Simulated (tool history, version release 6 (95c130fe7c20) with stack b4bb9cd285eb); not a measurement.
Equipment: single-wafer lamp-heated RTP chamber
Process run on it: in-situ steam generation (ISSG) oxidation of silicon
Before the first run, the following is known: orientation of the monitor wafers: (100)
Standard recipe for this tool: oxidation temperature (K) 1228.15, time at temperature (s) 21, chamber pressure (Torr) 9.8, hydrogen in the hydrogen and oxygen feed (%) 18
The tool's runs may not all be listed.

run	day	oxidation temperature (K)	time at temperature (s)	chamber pressure (Torr)	hydrogen in the hydrogen and oxygen feed (%)	wafers since the last listed run	wafers since the last pyrometer calibration	hours since the pressure gauge was zeroed	hours since the hydrogen flow controller was replaced	hours since the gauge calibration	read-back reference wafer on the same gauge, thickness	oxide thickness on the monitor wafer (Å)
1	0	1228.15	21	10.2	18	0	5875	1710.5	5731.5	27	3.679	45.49
2	0.662	1228.15	21	9.8	18	88	5963	1726.4	5747.4	42.9	3.677	45.78
3	0.929	1212.15	21	10.2	18	35	5999	1732.8	5753.8	49.3	3.68	43.27
4	1.525	1212.15	21	10.2	18	79	6078	1747.1	5768.1	63.6	3.678	43.31
5	1.796	1212.15	21	10.2	18	36	6114	1753.6	5774.6	70.1	3.678	43.23
6	2.208	1228.15	21	9.8	18	55	6169	1763.5	5784.5	80	3.681	45.9
7	2.896	1228.15	21	9.8	18	91	6261	1780	5801	96.5	3.682	45.96
8	3.554	1228.15	21	9.8	18	87	6349	1795.8	5816.8	112.3	3.681	45.81
9	4.096	1228.15	21	9.8	18	72	6421	1808.8	5829.8	125.3	3.679	45.81
10	4.467	1228.15	21	9.8	18	49	6471	1817.7	5838.7	134.2	3.678	46.07
11	5.162	1228.15	21	9.8	18	92	6563	1834.4	5855.4	150.9	3.681	46.03
# day 5.746: gauge calibrated
# day 5.821: hydrogen flow controller replaced
12	5.842	1228.15	21	9.8	18	46	6609	1850.7	0.5	2.3	3.678	45.94
13	6.121	1228.15	15	9.8	18	37	6647	1857.4	7.2	9	3.681	39.93
14	6.704	1228.15	15	9.8	18	77	6725	1871.4	21.2	23	3.679	40
15	7.112	1228.15	15	9.8	18	54	6779	1881.2	31	32.8	3.677	39.99
16	7.65	1228.15	21	9.8	18	71	6851	1894.1	43.9	45.7	3.68	46.08
# day 8.15: pressure gauge zeroed
17	8.171	1228.15	17	10.2	18	25	6876	0.5	56.4	58.2	3.681	41.89
18	8.354	1228.15	21	9.2	18	24	6900	4.9	60.8	62.6	3.679	46.58
19	9.088	1219.15	16	9.8	18	97	6998	22.5	78.4	80.2	3.68	40.11
20	9.633	1228.15	21	9.8	18	72	7071	35.6	91.5	93.3	3.682	46.18
21	10.088	1244.15	17	10.2	24	60	7131	46.5	102.4	104.2	3.678	47.2
# day 10.612: pyrometer window cleaned and pyrometer calibrated
22	10.633	1244.15	23	10.2	13	28	2	59.6	115.5	117.3	3.679	45.47
23	10.725	1218.15	21	9.8	24	12	14	61.8	117.7	119.5	3.678	45.99
24	11.075	1228.15	21	9.8	18	46	61	70.2	126.1	127.9	3.679	44.58
25	11.354	1212.15	21	10.2	18	37	98	76.9	132.8	134.6	3.68	42.23
26	11.621	1228.15	24	9.8	18	35	134	83.3	139.2	141	3.679	47.22
27	11.925	1228.15	21	9.8	18	40	174	90.6	146.5	148.3	3.681	44.46
# day 12.375: gauge calibrated
28	12.625	1228.15	21	9.8	18	93	268	107.4	163.3	6	3.68	44.55
29	12.988	1217.15	25	10.2	24	48	316	116.1	172	14.7	3.68	48.94
30	13.408	1235.15	18	10.2	18	56	372	126.2	182.1	24.8	3.681	42.47

Branching from run 30: 4 alternative next runs. What would each branch give?
A	13.425	1214.15	21	9.8	18	2	374	126.6	182.5	25.2	?	?
B	13.425	1236.15	28	9.1	22	2	374	126.6	182.5	25.2	?	?
C	13.425	1211.15	27	8.5	14	2	374	126.6	182.5	25.2	?	?
D	13.425	1228.15	13	9.8	18	2	374	126.6	182.5	25.2	?	?

run	read-back reference wafer on the same gauge, thickness	oxide thickness on the monitor wafer (Å)
A	3.681	42.67
B	3.681	54.66
C	3.681	45.3
D	3.681	36.64
With the hidden condition removed and each run's random variation left untouched, the same runs would have given:
run	oxide thickness on the monitor wafer (Å)
A	42.6
B	54.54
C	45.22
D	36.59
